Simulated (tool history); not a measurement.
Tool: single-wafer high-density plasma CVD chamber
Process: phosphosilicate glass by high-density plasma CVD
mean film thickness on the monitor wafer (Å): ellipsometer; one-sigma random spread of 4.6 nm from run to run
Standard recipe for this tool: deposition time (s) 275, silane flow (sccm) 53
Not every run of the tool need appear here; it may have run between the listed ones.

run	day	deposition time (s)	silane flow (sccm)	read-back reference wafer on the same gauge, thickness_nm	mean film thickness on the monitor wafer (Å)
1	0.000	259	53	1228.743	12919.10
2	0.771	275	53	1229.744	13721.03
3	1.988	275	53	1230.279	13650.55
4	2.867	275	53	1229.492	13651.25
5	3.779	275	53	1230.538	13669.85
6	4.558	275	53	1230.218	13625.70
7	5.733	275	53	1228.934	13665.89
8	7.025	275	53	1230.495	13569.26
9	7.867	275	53	1230.322	13671.44
10	8.579	275	53	1229.049	13644.90
11	9.892	275	53	1229.085	13700.76
12	10.550	275	58	1230.667	14904.66
13	11.675	275	55	1230.365	14170.42
14	12.267	275	55	1229.990	14204.91
15	13.758	275	55	1229.294	14173.35
16	15.004	275	53	1230.067	13667.26
17	15.912	275	53	1228.496	13699.08
18	16.492	275	57	1230.360	14678.92
19	17.779	275	57	1230.327	14689.85
20	18.842	275	53	1230.327	13580.63
21	20.100	255	50	1229.525	11922.19
# day 20.550: gauge calibrated
22	20.621	307	58	1230.002	16657.74
23	21.988	248	57	1229.816	13261.75
# day 22.617: silane flow controller replaced
24	26.042	275	49	1228.973	13524.93
25	26.988	318	43	1230.618	13704.47
26	27.800	275	53	1228.888	14609.38
27	28.388	229	53	1230.964	12148.55
28	29.188	231	43	1230.007	9976.58
29	29.700	257	48	1230.859	12280.49
30	31.050	275	53	1230.207	14608.08
31	32.508	326	57	1229.763	18514.55
32	36.571	253	63	1229.286	15783.64
33	37.542	254	44	1230.116	11129.03
34	38.083	275	55	1229.328	14995.68
35	39.029	275	53	1230.726	14471.28
36	40.196	316	59	1229.908	18479.11
37	41.650	230	50	1230.208	11399.07
38	42.171	233	62	1230.457	14328.80
39	43.233	275	53	1230.281	14398.91
40	44.088	327	53	1229.701	17135.88
41	44.604	275	53	1229.402	14369.25
42	45.442	247	61	1229.768	14880.06
43	46.854	275	53	1228.975	14376.22
44	48.142	323	63	1230.073	20129.75
45	49.071	239	48	1230.456	11255.80

The logged runs with the hidden state left out (each run's random variation unchanged):
The hidden state here: delivered silane flow above the setpoint (%); gauge reads high (%).
run	mean film thickness on the monitor wafer (Å)
1	13861.57
2	14723.14
3	14649.27
4	14651.28
5	14672.52
6	14626.22
7	14670.97
8	14568.94
9	14679.77
10	14652.20
11	14713.86
12	16007.69
13	15220.56
14	15258.37
15	15226.33
16	14684.12
17	14719.35
18	15772.89
19	15786.19
20	14595.37
21	12814.19
22	17904.74
23	14255.93
24	13578.85
25	13771.56
26	14692.18
27	12224.11
28	10046.07
29	12371.83
30	14734.67
31	18699.09
32	15995.95
33	11287.66
34	15216.07
35	14695.04
36	18782.02
37	11598.88
38	14585.72
39	14668.74
40	17468.00
41	14653.28
42	15183.36
43	14683.97
44	20579.07
45	11514.35
